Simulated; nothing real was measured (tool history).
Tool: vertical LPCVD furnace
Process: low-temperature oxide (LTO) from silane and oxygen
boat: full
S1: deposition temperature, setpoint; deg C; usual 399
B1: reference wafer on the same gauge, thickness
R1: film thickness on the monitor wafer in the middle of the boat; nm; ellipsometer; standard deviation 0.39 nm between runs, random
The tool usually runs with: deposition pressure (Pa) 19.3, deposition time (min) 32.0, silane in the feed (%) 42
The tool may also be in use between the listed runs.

Run 1, hour 0.0: usual settings but S1 401 deg C; B1 207.98. Result: R1 207.53 nm.
Run 2, hour 9.4: usual settings but deposition pressure (Pa) 21.3, deposition time (min) 25.5; B1 207.83. Result: R1 179.83 nm.
Run 3, hour 16.0: usual settings but deposition pressure (Pa) 21.3, deposition time (min) 25.5; B1 208.05. Result: R1 179.82 nm.
Run 4, hour 25.1: usual settings but deposition pressure (Pa) 21.3, deposition time (min) 25.5; B1 207.97. Result: R1 179.39 nm.
Run 5, hour 33.9: usual settings; B1 208.04. Result: R1 202.56 nm.
Run 6, hour 51.7: usual settings; B1 208.04. Result: R1 203.02 nm.
Run 7, hour 68.4: usual settings; B1 208.12. Result: R1 203.92 nm.
Run 8, hour 75.4: usual settings; B1 207.84. Result: R1 203.20 nm.
At hour 101.3: silane flow controller replaced.
Run 9, hour 101.8: usual settings; B1 208.02. Result: R1 202.27 nm.
Run 10, hour 105.6: usual settings; B1 208.00. Result: R1 202.82 nm.
Run 11, hour 118.5: usual settings but S1 390 deg C, deposition pressure (Pa) 23.3, deposition time (min) 40.5, silane in the feed (%) 40; B1 207.99. Result: R1 266.85 nm.
Run 12, hour 132.1: usual settings but deposition time (min) 39.5, silane in the feed (%) 50; B1 207.97. Result: R1 296.68 nm.
At hour 141.5: gauge calibrated.
At hour 166.6: pressure gauge zeroed.
Run 13, hour 167.1: usual settings but deposition pressure (Pa) 22.7, deposition time (min) 24.5; B1 207.95. Result: R1 191.23 nm.
Run 14, hour 170.9: usual settings but S1 390 deg C, deposition pressure (Pa) 22.0, deposition time (min) 28.5, silane in the feed (%) 38; B1 207.93. Result: R1 173.56 nm.
Run 15, hour 183.1: usual settings but S1 390 deg C, deposition pressure (Pa) 22.7; B1 208.20. Result: R1 227.06 nm.
Run 16, hour 196.4: usual settings; B1 208.04. Result: R1 213.82 nm.
Run 17, hour 205.2: usual settings; B1 208.07. Result: R1 213.07 nm.
Run 18, hour 216.2: usual settings; B1 207.92. Result: R1 213.75 nm.
Run 19, hour 231.1: usual settings but deposition pressure (Pa) 22.0, deposition time (min) 27.5; B1 208.08. Result: R1 208.64 nm.
At hour 263.6: thermocouples replaced and temperature profile calibrated.
Run 20, hour 264.1: usual settings; B1 207.89. Result: R1 213.22 nm.
Run 21, hour 268.0: usual settings but deposition pressure (Pa) 22.0, deposition time (min) 28.5; B1 208.00. Result: R1 216.29 nm.
Run 22, hour 271.8: usual settings but S1 391 deg C, deposition pressure (Pa) 20.7, silane in the feed (%) 47; B1 207.92. Result: R1 236.24 nm.
Run 23, hour 287.9: usual settings; B1 208.05. Result: R1 214.02 nm.
Run 24, hour 300.8: usual settings; B1 208.10. Result: R1 213.30 nm.
Run 25, hour 307.8: usual settings but S1 411 deg C, silane in the feed (%) 39; B1 207.96. Result: R1 222.92 nm.
Run 26, hour 317.1: usual settings; B1 208.05. Result: R1 213.31 nm.
Run 27, hour 326.3: usual settings but silane in the feed (%) 40; B1 208.01. Result: R1 201.57 nm.
Run 28, hour 338.4: usual settings; B1 207.91. Result: R1 213.58 nm.
Run 29, hour 355.1: usual settings; B1 207.90. Result: R1 213.69 nm.
Run 30, hour 364.7: usual settings but S1 396 deg C, deposition time (min) 36.5; B1 207.98. Result: R1 235.35 nm.
Run 31, hour 380.9: usual settings but S1 405 deg C, deposition time (min) 20.0; B1 207.99. Result: R1 142.69 nm.
Run 32, hour 394.8: usual settings but S1 407 deg C; B1 208.06. Result: R1 232.53 nm.

Below, some changes in R1 between adjacent runs. For each, the amount present without the hidden state too (settings, incoming material, random variation) and the amount remaining for the hidden state with gauge scatter not shared by both compared results:
What the log doesn't record here: true tube temperature minus thermocouple reading, K; true pressure minus gauge reading, mTorr; deviation of the silane flow from its setpoint, %; gauge reads high (%).
Run 1 -> 2: S1 401 -> 399, deposition pressure (Pa) 19.3 -> 21.3, deposition time (min) 32.0 -> 25.5. R1 -27.70 nm: hidden state +2.23, all else -29.93.
Run 11 -> 12: S1 390 -> 399, deposition pressure (Pa) 23.3 -> 19.3, deposition time (min) 40.5 -> 39.5, silane in the feed (%) 40 -> 50. R1 +29.83 nm: hidden state -4.42, all else +34.25.
Run 12 -> 13: deposition pressure (Pa) 19.3 -> 22.7, deposition time (min) 39.5 -> 24.5, silane in the feed (%) 50 -> 42, gauge calibrated, pressure gauge zeroed. R1 -105.45 nm: hidden state +16.40, all else -121.85.
Run 30 -> 31: S1 396 -> 405, deposition time (min) 36.5 -> 20.0. R1 -92.66 nm: hidden state +0.05, all else -92.71.
Run 31 -> 32: S1 405 -> 407, deposition time (min) 20.0 -> 32.0. R1 +89.84 nm: hidden state -0.06, all else +89.90.
